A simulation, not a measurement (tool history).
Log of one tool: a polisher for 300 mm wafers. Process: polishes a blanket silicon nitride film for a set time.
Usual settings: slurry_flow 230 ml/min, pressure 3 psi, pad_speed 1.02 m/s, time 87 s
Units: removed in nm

run,day,slurry_flow,pressure,pad_speed,time,wafers since the last listed run,wafers polished on this pad,hours since the slurry nozzle was cleaned,hours since the head pressure was calibrated,"incoming thickness of the incoming film, nm",removed
1,0,230,3,1.02,87,0,424,270.6,269,477.5,117.4
2,4.196,230,3,1.02,87,876,1300,371.3,369.7,476.8,119.9
3,6.742,230,2.7,1.02,87,531,1831,432.4,430.8,485.9,107.9
4,9.162,230,2.7,1.02,87,505,2337,490.5,488.9,479.4,104.3
5,11.262,230,2.7,1.02,87,438,2775,540.9,539.3,469.8,106.2
# day 12.788: worn pad replaced by a new one
6,14.629,175,3,1.02,87,668,384,621.7,620.1,489.6,111.7
# day 18.567: slurry nozzle cleaned
7,18.629,175,3,1.02,87,826,1211,1.5,716.1,485.9,108.8
8,21.75,175,3,1.02,87,651,1862,76.4,791,476.9,105.4
# day 25.096: head pressure recalibrated
9,25.562,230,3,1.02,87,778,2641,167.9,11.2,481.6,109.3
# day 27.633: worn pad replaced by a new one
10,28.5,230,3,1.02,87,578,180,238.4,81.7,477.5,109
11,31.521,230,3,1.02,80,630,811,310.9,154.2,480,100.1
12,34.892,230,3,1.02,80,703,1515,391.8,235.1,482.7,99.8
13,37.112,230,3,1.02,80,463,1978,445.1,288.4,482,99.8
# day 38.021: slurry nozzle cleaned, repeated, since the last time left the tool worse
14,40.333,230,3,1.3,62,663,2642,55.5,365.7,481.8,101.4
15,44.621,230,3,1.02,87,895,3537,158.4,468.6,474,120.3
# day 45.125: worn pad replaced by a new one
16,49,230,3.3,1.02,87,879,809,263.5,573.7,478.2,130.9
17,51.362,280,3,1.02,104,493,1302,320.2,630.4,476.2,146.7
18,54.562,230,3,1.02,87,668,1970,397,707.2,488.2,118.6
19,56.142,230,3.4,1.16,87,329,2300,434.9,745.1,484.1,144.4
# day 57.567: head pressure recalibrated
20,58.712,175,3,1.02,96,519,2819,496.6,27.5,481.9,126.2
# day 59.308: worn pad replaced by a new one
21,60.217,165,3,1.02,100,279,189,532.7,63.6,486.6,128
22,64.408,230,3,1.02,87,875,1064,633.3,164.2,484.8,116.9
23,67.462,230,3,1.02,87,637,1702,706.6,237.5,479.6,119
# day 68.15: slurry nozzle cleaned
24,69.775,230,3.3,1.02,87,474,2176,39,293,471.8,135.4
25,73.196,295,2.7,0.8,77,714,2890,121.1,375.1,486.5,86.3
# day 74.8: worn pad replaced by a new one
26,74.883,155,3,1.02,99,317,17,161.6,415.6,479.9,126.8
27,78.004,180,3,1.28,99,651,669,236.5,490.5,478.2,147.8

5 ways to go on from here, each from the tool as it stands after run 27. What would each give?
A,78.021,230,3,1.02,87,3,672,236.9,490.9,487.8,?
B,78.021,230,3,1.2,87,3,672,236.9,490.9,487.8,?
C,78.021,230,3,0.88,63,3,672,236.9,490.9,487.8,?
D,78.021,230,3,1.02,103,3,672,236.9,490.9,487.8,?
E,78.021,305,3,1.02,87,3,672,236.9,490.9,487.8,?

run,removed
A,119.9
B,132
C,79.9
D,142
E,124.1
Without the tool's hidden state the same runs would have given:
run,removed
A,122.2
B,134.6
C,81.4
D,144.7
E,125.9
